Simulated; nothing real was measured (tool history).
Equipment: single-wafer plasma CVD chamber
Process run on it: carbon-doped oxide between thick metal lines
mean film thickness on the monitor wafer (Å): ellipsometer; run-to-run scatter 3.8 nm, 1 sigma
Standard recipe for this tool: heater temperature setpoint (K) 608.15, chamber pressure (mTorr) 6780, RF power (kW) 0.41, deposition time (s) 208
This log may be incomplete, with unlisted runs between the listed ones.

run     day  heater temperature setpoint (K)  chamber pressure (mTorr)  RF power (kW)  deposition time (s)  wafers since the last listed run  hours since the last thermocouple change  hours since the last RF generator calibration  hours since the last manometer calibration  hours since the showerhead was replaced  hours since the gauge calibration  read-back reference wafer on the same gauge, thickness_nm  mean film thickness on the monitor wafer (Å)
  1       0                           608.15                      6780           0.41                  208                                 0                                       403                                          819.9                                       721.8                                   3696.3                              413.7                                                    894.805                                       9640.05
  2   2.546                           618.15                      6780           0.41                  208                               322                                     464.1                                            881                                       782.9                                   3757.4                              474.8                                                    896.494                                       9289.88
  3   5.771                           618.15                      6780           0.41                  208                               408                                     541.5                                          958.4                                       860.3                                   3834.8                              552.2                                                    895.242                                       9317.85
  4   7.429                           618.15                      6780           0.41                  208                               209                                     581.3                                          998.2                                       900.1                                   3874.6                                592                                                    895.414                                       9299.56
  5  10.338                           608.15                      6780           0.41                  196                               368                                     651.1                                           1068                                       969.9                                   3944.4                              661.8                                                    897.152                                       9007.09
  6  11.896                           608.15                      6780           0.41                  196                               197                                     688.5                                         1105.4                                      1007.3                                   3981.8                              699.2                                                    895.837                                       8984.16
  7  14.167                           608.15                      6780           0.41                  196                               287                                       743                                         1159.9                                      1061.8                                   4036.3                              753.7                                                    896.317                                       8994.28
  8  17.592                           608.15                      6780           0.41                  208                               433                                     825.2                                         1242.1                                        1144                                   4118.5                              835.9                                                    896.573                                        9487.6
  9  19.158                           608.15                      6780           0.41                  208                               198                                     862.8                                         1279.7                                      1181.6                                   4156.1                              873.5                                                    896.602                                       9482.38
 10  23.658                           608.15                      6780           0.36                  208                               569                                     970.8                                         1387.7                                      1289.6                                   4264.1                              981.5                                                     896.04                                       8574.95
 11  27.138                           608.15                      6780          0.375                  208                               440                                    1054.3                                         1471.2                                      1373.1                                   4347.6                               1065                                                    895.636                                       8806.46
     29.212  -- capacitance manometer re-zeroed and calibrated
 12  29.233                           608.15                      6780           0.41                  208                               223                                    1104.6                                         1521.5                                         0.5                                   4397.9                             1115.3                                                    896.511                                       9425.72
 13  31.158                           614.15                      6160           0.41                  208                               243                                    1150.8                                         1567.7                                        46.7                                   4444.1                             1161.5                                                    896.515                                       9208.56
      33.25  -- showerhead replaced
 14  33.271                           608.15                      6780           0.41                  208                               225                                    1201.5                                         1618.4                                        97.4                                      0.5                             1212.2                                                    897.581                                       9385.44
 15  36.275                           602.15                      5800          0.465                  208                               380                                    1273.6                                         1690.5                                       169.5                                     72.6                             1284.3                                                    894.966                                      10400.61
     38.204  -- gauge calibrated
 16    39.3                           603.15                      6080           0.41                  220                               382                                    1346.2                                         1763.1                                       242.1                                    145.2                               26.3                                                    896.095                                          9961
     42.929  -- thermocouple changed; heater temperature recalibrated
      43.25  -- RF generator calibrated
 17  43.354                           604.15                      8370           0.41                  208                               430                                      10.2                                            2.5                                       339.4                                    242.5                              123.6                                                    896.157                                       9934.58
 18  47.612                           608.15                      5950           0.41                  208                               539                                     112.4                                          104.7                                       441.6                                    344.7                              225.8                                                    896.103                                       9677.88
 19  50.167                           622.15                      6780           0.41                  208                               323                                     173.7                                            166                                       502.9                                      406                              287.1                                                    894.932                                       9282.68
 20  53.033                           618.15                      6780           0.41                  208                               362                                     242.5                                          234.8                                       571.7                                    474.8                              355.9                                                    895.413                                       9426.16
 21  56.975                           608.15                      6780           0.41                  208                               499                                     337.1                                          329.4                                       666.3                                    569.4                              450.5                                                    895.875                                       9750.99
 22  59.071                           608.15                      6780           0.41                  208                               265                                     387.4                                          379.7                                       716.6                                    619.7                              500.8                                                    896.198                                       9735.85
 23  60.867                           608.15                      6780           0.41                  181                               227                                     430.5                                          422.8                                       759.7                                    662.8                              543.9                                                    896.518                                       8447.48

The same runs without the tool's hidden state, with the same run-to-run variation:
The hidden state here: wafer temperature above the value expected at the setpoint (K); delivered RF power above the setpoint (%); true pressure above the setpoint (%); gauge reads high (%).
run  mean film thickness on the monitor wafer (Å)
  1                                       9903.69
  2                                       9561.86
  3                                       9613.52
  4                                       9606.43
  5                                       9324.42
  6                                       9311.47
  7                                       9337.75
  8                                       9875.16
  9                                       9881.32
 10                                       8983.54
 11                                       9251.41
 12                                       9898.07
 13                                       9684.78
 14                                       9887.37
 15                                      10955.13
 16                                      10544.25
 17                                      10042.54
 18                                       9813.13
 19                                       9429.82
 20                                       9595.51
 21                                       9954.69
 22                                       9954.45
 23                                       8648.51

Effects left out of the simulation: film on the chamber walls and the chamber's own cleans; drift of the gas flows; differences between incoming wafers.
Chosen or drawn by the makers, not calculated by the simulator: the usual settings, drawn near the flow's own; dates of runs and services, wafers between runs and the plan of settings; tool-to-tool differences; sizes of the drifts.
